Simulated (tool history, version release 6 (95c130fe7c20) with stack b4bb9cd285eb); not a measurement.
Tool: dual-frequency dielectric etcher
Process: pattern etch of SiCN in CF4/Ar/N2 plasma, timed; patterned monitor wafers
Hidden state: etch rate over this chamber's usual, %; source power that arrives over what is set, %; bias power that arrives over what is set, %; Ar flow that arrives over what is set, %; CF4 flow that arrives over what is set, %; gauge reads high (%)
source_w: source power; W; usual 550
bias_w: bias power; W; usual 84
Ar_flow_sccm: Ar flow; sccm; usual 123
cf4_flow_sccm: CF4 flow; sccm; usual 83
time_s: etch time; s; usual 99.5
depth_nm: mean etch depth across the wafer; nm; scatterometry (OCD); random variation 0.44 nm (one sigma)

run   hour  source_w  bias_w  Ar_flow_sccm  cf4_flow_sccm  time_s  wafers since the last listed run  hours since the last wet clean  hours since the last source power generator calibration  hours since the last bias power generator calibration  hours since the last Ar flow controller change  hours since the last CF4 flow controller change  hours since the last upper electrode change  hours since the gauge calibration  read-back reference wafer on the same gauge, depth_nm  depth_nm
  1      0       550      84           104             83    99.5                                 0                           367.7                                                     2393                                                 4102.7                                          4138.2                                           2097.3                                       2492.1                              312.8                                                     91     118.9
        11  -- wet clean of the chamber
  2   50.1       550      84           104             83    99.5                               339                            39.1                                                   2443.1                                                 4152.8                                          4188.3                                           2147.4                                       2542.2                              362.9                                                     91     116.8
  3   89.6       550      84           123             83    99.5                               342                            78.6                                                   2482.6                                                 4192.3                                          4227.8                                           2186.9                                       2581.7                              402.4                                                     91       115
  4    151       550      84           123             83    99.5                               532                             140                                                     2544                                                 4253.7                                          4289.2                                           2248.3                                       2643.1                              463.8                                                     91     114.3
     159.9  -- gauge calibrated
  5  193.1       550      84           123             83    99.5                               365                           182.1                                                   2586.1                                                 4295.8                                          4331.3                                           2290.4                                       2685.2                               33.2                                                     91     114.4
  6  217.2       550      84           123             83     115                               209                           206.2                                                   2610.2                                                 4319.9                                          4355.4                                           2314.5                                       2709.3                               57.3                                                   91.1     132.9
  7  253.9       550      84           123             83     115                               318                           242.9                                                   2646.9                                                 4356.6                                          4392.1                                           2351.2                                         2746                                 94                                                   91.1     132.8
     261.7  -- source power generator calibrated
     296.5  -- CF4 flow controller replaced
  8  325.3       550      84           123             83     115                               532                           314.3                                                     63.6                                                   4428                                          4463.5                                             28.8                                       2817.4                              165.4                                                   90.9     133.9
     374.7  -- upper electrode replaced
  9    380       550      84           123             83    99.5                               266                             369                                                    118.3                                                 4482.7                                          4518.2                                             83.5                                          5.3                              220.1                                                   90.9     116.7
     421.4  -- wet clean of the chamber
 10  445.7       550      84           123             62   113.5                               361                            24.3                                                      184                                                 4548.4                                          4583.9                                            149.2                                           71                              285.8                                                   90.9     125.7
     467.2  -- Ar flow controller replaced
 11    516       550      84           123             83   110.5                               558                            94.6                                                    254.3                                                 4618.7                                            48.8                                            219.5                                        141.3                              356.1                                                   90.9       128
       566  -- bias power generator calibrated
 12  583.8       550     103           123             83    99.5                               553                           162.4                                                    322.1                                                   17.8                                           116.6                                            287.3                                        209.1                              423.9                                                     91       122
 13  643.4       670      95           110             63    99.5                               517                             222                                                    381.7                                                   77.4                                           176.2                                            346.9                                        268.7                              483.5                                                     91     131.7
     651.6  -- gauge calibrated
 14    673       550      84           153             93    99.5                               256                           251.6                                                    411.3                                                    107                                           205.8                                            376.5                                        298.3                               21.4                                                     91     114.5
 15  722.3       650      84           150             83     122                               427                           300.9                                                    460.6                                                  156.3                                           255.1                                            425.8                                        347.6                               70.7                                                   90.9     152.9
 16  757.9       550      99           123             83    99.5                               309                           336.5                                                    496.2                                                  191.9                                           290.7                                            461.4                                        383.2                              106.3                                                     91     122.5
     784.5  -- wet clean of the chamber
 17  827.8       550      84           123             83    99.5                               398                            43.3                                                    566.1                                                  261.8                                           360.6                                            531.3                                        453.1                              176.2                                                     91     114.7
 18  862.6       550      84           123             83    99.5                               302                            78.1                                                    600.9                                                  296.6                                           395.4                                            566.1                                        487.9                                211                                                     91     114.2

4 ways to go on from here, each from the tool as it stands after run 18. What would each give?
  A   863       550      84           123            101    99.5                                 3                            78.5                                                    601.3                                                    297                                           395.8                                            566.5                                        488.3                              211.4                                                      ?         ?
  B   863       550      66           123             83    99.5                                 3                            78.5                                                    601.3                                                    297                                           395.8                                            566.5                                        488.3                              211.4                                                      ?         ?
  C   863       420      76           123             83      81                                 3                            78.5                                                    601.3                                                    297                                           395.8                                            566.5                                        488.3                              211.4                                                      ?         ?
  D   863       550      84           111             83    99.5                                 3                            78.5                                                    601.3                                                    297                                           395.8                                            566.5                                        488.3                              211.4                                                      ?         ?

run  read-back reference wafer on the same gauge, depth_nm  depth_nm
  A                                                     91     117.7
  B                                                     91     108.4
  C                                                     91      78.6
  D                                                     91     116.3
Without the tool's hidden state the same runs would have given:
run  depth_nm
  A     117.1
  B     107.8
  C      78.2
  D     115.7
